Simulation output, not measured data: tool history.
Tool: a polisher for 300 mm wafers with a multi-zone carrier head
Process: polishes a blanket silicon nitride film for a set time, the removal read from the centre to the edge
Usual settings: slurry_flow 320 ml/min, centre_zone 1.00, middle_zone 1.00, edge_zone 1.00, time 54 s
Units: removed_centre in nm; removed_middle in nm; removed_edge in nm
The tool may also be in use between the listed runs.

run,hour,slurry_flow,centre_zone,middle_zone,edge_zone,time,wafers since the last listed run,wafers polished on this pad,hours since the slurry nozzle was cleaned,hours since the centre zone pressure was calibrated,hours since the edge zone pressure was calibrated,hours since the carrier head's membrane was replaced,"incoming thickness of the incoming film, nm",removed_centre,removed_middle,removed_edge
1,0.0,320,1.00,1.00,0.96,61,0,294,364.8,720.7,684.7,1423.8,942.8,62.2,62.6,59.1
2,25.7,320,1.00,1.00,0.96,61,358,652,390.5,746.4,710.4,1449.5,939.1,59.3,60.1,59.0
3,38.0,320,1.00,1.00,0.96,61,171,824,402.8,758.7,722.7,1461.8,953.1,57.6,57.8,56.3
# hour 50.8: worn pad replaced by a new one
4,65.1,320,1.00,1.00,1.00,54,322,199,429.9,785.8,749.8,1488.9,923.8,55.8,55.4,56.1
5,85.6,320,1.00,1.00,1.00,54,286,485,450.4,806.3,770.3,1509.4,937.9,53.8,54.4,54.4
6,109.5,320,1.00,1.06,1.00,54,333,819,474.3,830.2,794.2,1533.3,940.4,51.7,53.9,50.3
# hour 114.4: worn pad replaced by a new one
# hour 130.4: centre zone pressure recalibrated
7,145.2,320,1.00,1.00,1.00,54,414,402,510.0,14.8,829.9,1569.0,944.0,54.2,54.1,55.1
8,170.9,320,1.00,1.00,1.00,54,358,761,535.7,40.5,855.6,1594.7,923.8,51.7,51.5,52.4
# hour 175.6: worn pad replaced by a new one
9,187.5,220,1.00,1.00,1.00,54,175,166,552.3,57.1,872.2,1611.3,940.8,52.2,52.4,54.0
10,214.5,290,1.00,1.00,1.00,54,376,543,579.3,84.1,899.2,1638.3,935.3,51.9,53.3,52.9
# hour 221.6: edge zone pressure recalibrated
# hour 241.2: carrier head's membrane replaced by a new one
# hour 243.8: slurry nozzle cleaned
# hour 248.2: worn pad replaced by a new one
11,248.7,380,1.11,1.00,0.97,38,309,6,4.9,118.3,27.1,7.5,938.2,45.3,40.6,40.3
12,259.3,320,1.05,0.90,1.00,72,147,154,15.5,128.9,37.7,18.1,953.1,78.7,70.1,74.4
13,272.8,290,1.00,1.00,0.92,54,188,342,29.0,142.4,51.2,31.6,948.1,56.4,55.9,53.5
14,288.2,320,1.00,1.06,1.00,54,214,557,44.4,157.8,66.6,47.0,945.8,55.5,58.2,55.1
# hour 304.9: worn pad replaced by a new one
15,312.4,375,1.00,1.05,1.00,54,282,105,68.6,182.0,90.8,71.2,925.9,56.5,59.2,56.5
16,330.3,320,1.00,1.00,1.00,54,249,354,86.5,199.9,108.7,89.1,952.6,55.8,55.5,55.3

3 ways to go on from here, each from the tool as it stands after run 16. What would each give?
A,330.7,320,1.00,1.00,1.00,54,5,360,86.9,200.3,109.1,89.5,930.5,?,?,?
B,330.7,320,1.00,0.93,0.92,54,5,360,86.9,200.3,109.1,89.5,930.5,?,?,?
C,330.7,255,1.05,1.00,1.00,54,5,360,86.9,200.3,109.1,89.5,930.5,?,?,?

run,removed_centre,removed_middle,removed_edge
A,55.7,55.0,54.7
B,55.7,51.7,52.6
C,57.0,53.8,53.8
Without the tool's hidden state the same runs would have given:
run,removed_centre,removed_middle,removed_edge
A,57.5,56.8,56.5
B,57.5,53.4,54.4
C,58.9,55.6,55.6

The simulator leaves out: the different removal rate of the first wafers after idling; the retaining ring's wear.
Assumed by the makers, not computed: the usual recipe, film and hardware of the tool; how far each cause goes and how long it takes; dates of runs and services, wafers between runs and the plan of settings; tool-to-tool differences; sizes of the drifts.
